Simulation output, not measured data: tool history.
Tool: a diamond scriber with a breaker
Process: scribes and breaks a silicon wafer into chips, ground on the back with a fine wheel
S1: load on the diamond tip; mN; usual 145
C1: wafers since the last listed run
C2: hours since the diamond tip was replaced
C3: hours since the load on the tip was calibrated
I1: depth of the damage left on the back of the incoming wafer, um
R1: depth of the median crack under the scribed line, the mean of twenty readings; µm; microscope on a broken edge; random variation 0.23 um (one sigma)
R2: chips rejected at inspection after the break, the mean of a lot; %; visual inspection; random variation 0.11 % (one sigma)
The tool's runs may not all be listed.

run,hour,S1,C1,C2,C3,I1,R1,R2
1,0.0,114,0,35.4,923.7,2.66,10.78,13.54
2,93.9,177,149,129.3,1017.6,2.82,16.32,24.53
3,139.3,177,72,174.7,1063.0,1.77,16.19,27.15
4,208.8,177,110,244.2,1132.5,2.57,16.20,29.20
5,308.4,167,158,343.8,1232.1,1.97,15.79,22.28
6,361.4,167,84,396.8,1285.1,1.68,15.91,21.81
7,443.0,115,129,478.4,1366.7,2.80,11.84,5.47
8,499.9,115,90,535.3,1423.6,2.07,11.56,4.39
# hour 510.8: diamond tip replaced by a new one
9,576.8,115,118,66.0,1500.5,1.73,11.83,3.42
# hour 640.5: load on the tip recalibrated
10,644.4,175,104,133.6,3.9,2.25,14.58,14.02
11,716.2,175,114,205.4,75.7,2.26,14.67,11.66
12,791.3,175,119,280.5,150.8,2.72,14.75,13.24
13,874.4,134,131,363.6,233.9,1.80,11.70,3.33
14,977.6,120,163,466.8,337.1,1.79,10.51,13.20
15,1112.2,120,213,601.4,471.7,2.50,10.66,11.26
16,1201.3,145,141,690.5,560.8,2.36,12.63,2.13
# hour 1237.4: diamond tip replaced by a new one
17,1304.2,174,160,66.8,663.7,2.41,15.24,14.10
18,1398.0,102,148,160.6,757.5,2.07,8.89,34.08
19,1466.0,145,108,228.6,825.5,1.66,13.08,2.59
20,1528.7,180,99,291.3,888.2,2.45,15.95,23.71
21,1631.2,145,162,393.8,990.7,2.00,13.18,3.44
22,1721.3,162,143,483.9,1080.8,2.01,14.73,14.19
23,1789.8,145,108,552.4,1149.3,2.75,14.13,5.87
# hour 1796.4: diamond tip replaced by a new one
# hour 1883.9: load on the tip recalibrated
24,1892.0,170,155,95.6,8.1,1.98,14.92,9.62
25,1977.1,166,135,180.7,93.2,2.86,13.96,8.56
26,2056.8,158,126,260.4,172.9,2.60,13.64,5.03
27,2114.7,128,91,318.3,230.8,2.11,11.48,6.32
28,2196.4,168,129,400.0,312.5,2.98,14.75,9.58
29,2302.1,183,167,505.7,418.2,2.69,16.16,21.04
30,2355.4,185,84,559.0,471.5,2.42,16.11,21.08
# hour 2436.5: diamond tip replaced by a new one
31,2437.0,125,126,0.5,553.1,2.47,11.19,7.86
32,2536.5,106,158,100.0,652.6,1.59,9.46,27.73

Hidden state or all else? Some run-to-run changes of R1, split into what the settings, what came in and random variation would give without the hidden state, and what is left for the hidden state (with any gauge scatter that isn't in both results):
The hidden state here: share of the diamond tip's cutting effectiveness lost through wear, %; deviation of the load on the tip from its setpoint, %.
Run 1 -> 2: S1 114 -> 177. R1 +5.54 µm: hidden state +0.57, all else +4.97.
Run 9 -> 10: S1 115 -> 175, load on the tip recalibrated. R1 +2.75 µm: hidden state -1.67, all else +4.42.
Run 17 -> 18: S1 174 -> 102. R1 -6.35 µm: hidden state -0.15, all else -6.20.
Run 23 -> 24: S1 145 -> 170, diamond tip replaced by a new one, load on the tip recalibrated. R1 +0.79 µm: hidden state -1.24, all else +2.03.
Run 30 -> 31: S1 185 -> 125, diamond tip replaced by a new one. R1 -4.92 µm: hidden state -0.04, all else -4.88.
